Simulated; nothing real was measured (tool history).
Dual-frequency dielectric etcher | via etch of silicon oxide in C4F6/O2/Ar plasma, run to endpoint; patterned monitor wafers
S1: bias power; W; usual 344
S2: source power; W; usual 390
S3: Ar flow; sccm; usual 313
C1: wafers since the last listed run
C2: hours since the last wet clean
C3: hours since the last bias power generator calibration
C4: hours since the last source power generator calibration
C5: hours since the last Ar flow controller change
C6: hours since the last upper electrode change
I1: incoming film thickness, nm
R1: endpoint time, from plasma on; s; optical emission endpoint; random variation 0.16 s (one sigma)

run     day   S1   S2   S3   C1     C2      C3      C4      C5      C6    I1    R1
  1       0  344  390  253    0   19.5  3866.2    4225    3053  3628.5  95.4  21.6
  2   0.929  344  390  313  232   41.8  3888.5  4247.3  3075.3  3650.8  95.4  22.8
  3   1.758  344  390  313  207   61.7  3908.4  4267.2  3095.2  3670.7    94  22.2
  4   2.433  344  390  313  168   77.9  3924.6  4283.4  3111.4  3686.9  95.7  22.4
  5     3.8  344  390  313  341  110.7  3957.4  4316.2  3144.2  3719.7  94.7  22.4
      4.908  -- bias power generator calibrated
  6   4.929  344  390  313  240  137.8     0.5  4343.3  3171.3  3746.8    95  22.6
  7   5.879  344  390  313  237  160.6    23.3  4366.1  3194.1  3769.6  95.2  22.7
  8   6.762  344  390  313  220  181.8    44.5  4387.3  3215.3  3790.8  95.2  22.9
  9   7.383  344  390  313  155  196.7    59.4  4402.2  3230.2  3805.7  95.7  22.9
 10     8.5  344  390  313  278  223.5    86.2    4429    3257  3832.5  95.1  22.9
 11   9.267  399  390  295  191  241.9   104.6  4447.4  3275.4  3850.9  95.2  21.4
       10.6  -- upper electrode replaced
 12  10.621  399  390  295   88  274.4   137.1  4479.9  3307.9     0.5  95.6  21.7
 13  10.712  395  390  287   22  276.6   139.3  4482.1  3310.1     2.7  95.6  21.5
     12.612  -- wet clean of the chamber
 14  12.633  382  440  281  230    0.5   185.4  4528.2  3356.2    48.8  94.6  21.3
 15  13.146  344  390  313  128   12.8   197.7  4540.5  3368.5    61.1  96.5    24
 16   14.45  344  450  313  325   44.1     229  4571.8  3399.8    92.4    96  23.2
 17  15.108  344  390  347  164   59.9   244.8  4587.6  3415.6   108.2  95.1    24
     15.604  -- source power generator calibrated
 18  16.083  344  390  313  201   83.3   268.2    11.5    3439   131.6  94.9  23.8
 19  17.467  397  300  377  345  116.5   301.4    44.7  3472.2   164.8  95.8  24.6
     18.504  -- wet clean of the chamber, repeated, since the last time left the tool worse
 20  18.525  344  390  360   14    0.5   326.8    70.1  3497.6   190.2  95.2    23
     19.375  -- Ar flow controller replaced
 21  19.708  396  290  338  233   28.9   355.2    98.5       8   218.6  94.3  22.4
 22  20.592  344  430  279  220   50.1   376.4   119.7    29.2   239.8  96.2    22
 23  21.267  344  390  274  168   66.3   392.6   135.9    45.4     256  96.9  22.7
 24  21.792  344  290  285  131   78.9   405.2   148.5      58   268.6  95.6  23.7
 25  22.838  264  350  313  261    104   430.3   173.6    83.1   293.7  95.6  26.3
 26  23.867  344  390  313  257  128.7     455   198.3   107.8   318.4  94.7  22.5
 27  24.742  424  480  313  218  149.7     476   219.3   128.8   339.4  96.8  20.1
 28  26.146  344  300  380  350  183.4   509.7     253   162.5   373.1  94.6  24.6

The same runs without the tool's hidden state, with the same run-to-run variation:
The hidden state here: etch rate over this chamber's usual, %; bias power that arrives over what is set, %; source power that arrives over what is set, %; Ar flow that arrives over what is set, %.
run    R1
  1  21.6
  2  22.7
  3    22
  4  22.2
  5  22.1
  6  22.3
  7  22.3
  8  22.5
  9  22.4
 10  22.4
 11  20.8
 12  21.1
 13  20.9
 14  20.2
 15  22.6
 16  21.8
 17  22.5
 18  22.3
 19  22.9
 20  22.9
 21  22.2
 22  21.8
 23  22.4
 24  23.4
 25  25.9
 26  22.1
 27  19.7
 28    24
